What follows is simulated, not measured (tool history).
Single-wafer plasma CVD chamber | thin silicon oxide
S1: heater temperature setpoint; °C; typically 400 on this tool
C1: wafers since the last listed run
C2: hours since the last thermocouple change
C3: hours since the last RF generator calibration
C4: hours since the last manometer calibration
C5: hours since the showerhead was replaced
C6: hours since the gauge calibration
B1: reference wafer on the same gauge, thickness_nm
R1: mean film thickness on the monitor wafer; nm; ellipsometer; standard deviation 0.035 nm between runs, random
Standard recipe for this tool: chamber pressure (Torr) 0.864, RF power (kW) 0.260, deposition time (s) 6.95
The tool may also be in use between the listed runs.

Run 1, hour 0.0: usual settings but RF power (kW) 0.240; C1 0; C2 1217.5; C3 1935.0; C4 834.5; C5 4065.9; C6 401.6; B1 15.303. Result: R1 12.323 nm.
Run 2, hour 23.6: usual settings but RF power (kW) 0.240; C1 1140; C2 1241.1; C3 1958.6; C4 858.1; C5 4089.5; C6 425.2; B1 15.286. Result: R1 12.328 nm.
Run 3, hour 37.9: usual settings but RF power (kW) 0.240; C1 691; C2 1255.4; C3 1972.9; C4 872.4; C5 4103.8; C6 439.5; B1 15.307. Result: R1 12.356 nm.
Run 4, hour 67.8: usual settings; C1 1444; C2 1285.3; C3 2002.8; C4 902.3; C5 4133.7; C6 469.4; B1 15.278. Result: R1 12.661 nm.
Run 5, hour 94.0: usual settings; C1 1266; C2 1311.5; C3 2029.0; C4 928.5; C5 4159.9; C6 495.6; B1 15.315. Result: R1 12.596 nm.
Run 6, hour 123.8: usual settings; C1 1439; C2 1341.3; C3 2058.8; C4 958.3; C5 4189.7; C6 525.4; B1 15.292. Result: R1 12.655 nm.
Run 7, hour 141.6: usual settings; C1 860; C2 1359.1; C3 2076.6; C4 976.1; C5 4207.5; C6 543.2; B1 15.302. Result: R1 12.576 nm.
Run 8, hour 207.7: usual settings; C1 3194; C2 1425.2; C3 2142.7; C4 1042.2; C5 4273.6; C6 609.3; B1 15.310. Result: R1 12.612 nm.
Run 9, hour 221.0: usual settings; C1 642; C2 1438.5; C3 2156.0; C4 1055.5; C5 4286.9; C6 622.6; B1 15.301. Result: R1 12.597 nm.
Run 10, hour 254.0: usual settings; C1 1594; C2 1471.5; C3 2189.0; C4 1088.5; C5 4319.9; C6 655.6; B1 15.292. Result: R1 12.592 nm.
At hour 290.1: capacitance manometer re-zeroed and calibrated.
Run 11, hour 290.6: usual settings but S1 391 °C, RF power (kW) 0.275; C1 1382; C2 1508.1; C3 2225.6; C4 0.5; C5 4356.5; C6 692.2; B1 15.314. Result: R1 13.451 nm.
Run 12, hour 301.2: usual settings but S1 405 °C, RF power (kW) 0.295; C1 512; C2 1518.7; C3 2236.2; C4 11.1; C5 4367.1; C6 702.8; B1 15.279. Result: R1 13.579 nm.
At hour 301.7: gauge calibrated.
At hour 309.8: showerhead replaced.
At hour 331.1: thermocouple changed; heater temperature recalibrated.
At hour 370.0: RF generator calibrated.
Run 13, hour 370.5: usual settings; C1 2188; C2 39.4; C3 0.5; C4 80.4; C5 60.7; C6 68.8; B1 15.297. Result: R1 12.991 nm.
Run 14, hour 464.9: usual settings but chamber pressure (Torr) 0.707, RF power (kW) 0.220, deposition time (s) 5.78; C1 4561; C2 133.8; C3 94.9; C4 174.8; C5 155.1; C6 163.2; B1 15.308. Result: R1 9.134 nm.
Run 15, hour 480.6: usual settings but S1 396 °C; C1 758; C2 149.5; C3 110.6; C4 190.5; C5 170.8; C6 178.9; B1 15.283. Result: R1 13.036 nm.
Run 16, hour 506.0: usual settings but chamber pressure (Torr) 0.672, deposition time (s) 6.16; C1 1227; C2 174.9; C3 136.0; C4 215.9; C5 196.2; C6 204.3; B1 15.296. Result: R1 10.061 nm.
Run 17, hour 540.8: usual settings but S1 386 °C, deposition time (s) 6.41; C1 1681; C2 209.7; C3 170.8; C4 250.7; C5 231.0; C6 239.1; B1 15.327. Result: R1 12.076 nm.
Run 18, hour 573.3: usual settings but S1 393 °C; C1 1570; C2 242.2; C3 203.3; C4 283.2; C5 263.5; C6 271.6; B1 15.279. Result: R1 12.986 nm.
Run 19, hour 594.4: usual settings; C1 1019; C2 263.3; C3 224.4; C4 304.3; C5 284.6; C6 292.7; B1 15.311. Result: R1 12.952 nm.
Run 20, hour 663.4: usual settings but chamber pressure (Torr) 0.796; C1 3334; C2 332.3; C3 293.4; C4 373.3; C5 353.6; C6 361.7; B1 15.308. Result: R1 12.358 nm.
Run 21, hour 685.8: usual settings; C1 1082; C2 354.7; C3 315.8; C4 395.7; C5 376.0; C6 384.1; B1 15.319. Result: R1 12.896 nm.
Run 22, hour 713.5: usual settings but S1 393 °C, RF power (kW) 0.210, deposition time (s) 6.49; C1 1338; C2 382.4; C3 343.5; C4 423.4; C5 403.7; C6 411.8; B1 15.293. Result: R1 11.250 nm.

Forecast each of these 4 alternatives for the next run:
Run A, hour 713.9: usual settings; C1 19; C2 382.8; C3 343.9; C4 423.8; C5 404.1; C6 412.2; B1 ?. Result: R1 ?.
Run B, hour 713.9: usual settings but RF power (kW) 0.215; C1 19; C2 382.8; C3 343.9; C4 423.8; C5 404.1; C6 412.2; B1 ?. Result: R1 ?.
Run C, hour 713.9: usual settings but S1 385 °C, chamber pressure (Torr) 0.936, RF power (kW) 0.275, deposition time (s) 5.92; C1 19; C2 382.8; C3 343.9; C4 423.8; C5 404.1; C6 412.2; B1 ?. Result: R1 ?.
Run D, hour 713.9: usual settings but S1 396 °C, deposition time (s) 6.03; C1 19; C2 382.8; C3 343.9; C4 423.8; C5 404.1; C6 412.2; B1 ?. Result: R1 ?.

run      B1      R1
  A  15.317  12.929
  B  15.317  12.140
  C  15.317  11.810
  D  15.317  11.246
The same runs, with their run-to-run variation unchanged, on a tool lacking any hidden condition would have given:
run      R1
  A  13.079
  B  12.281
  C  11.947
  D  11.377
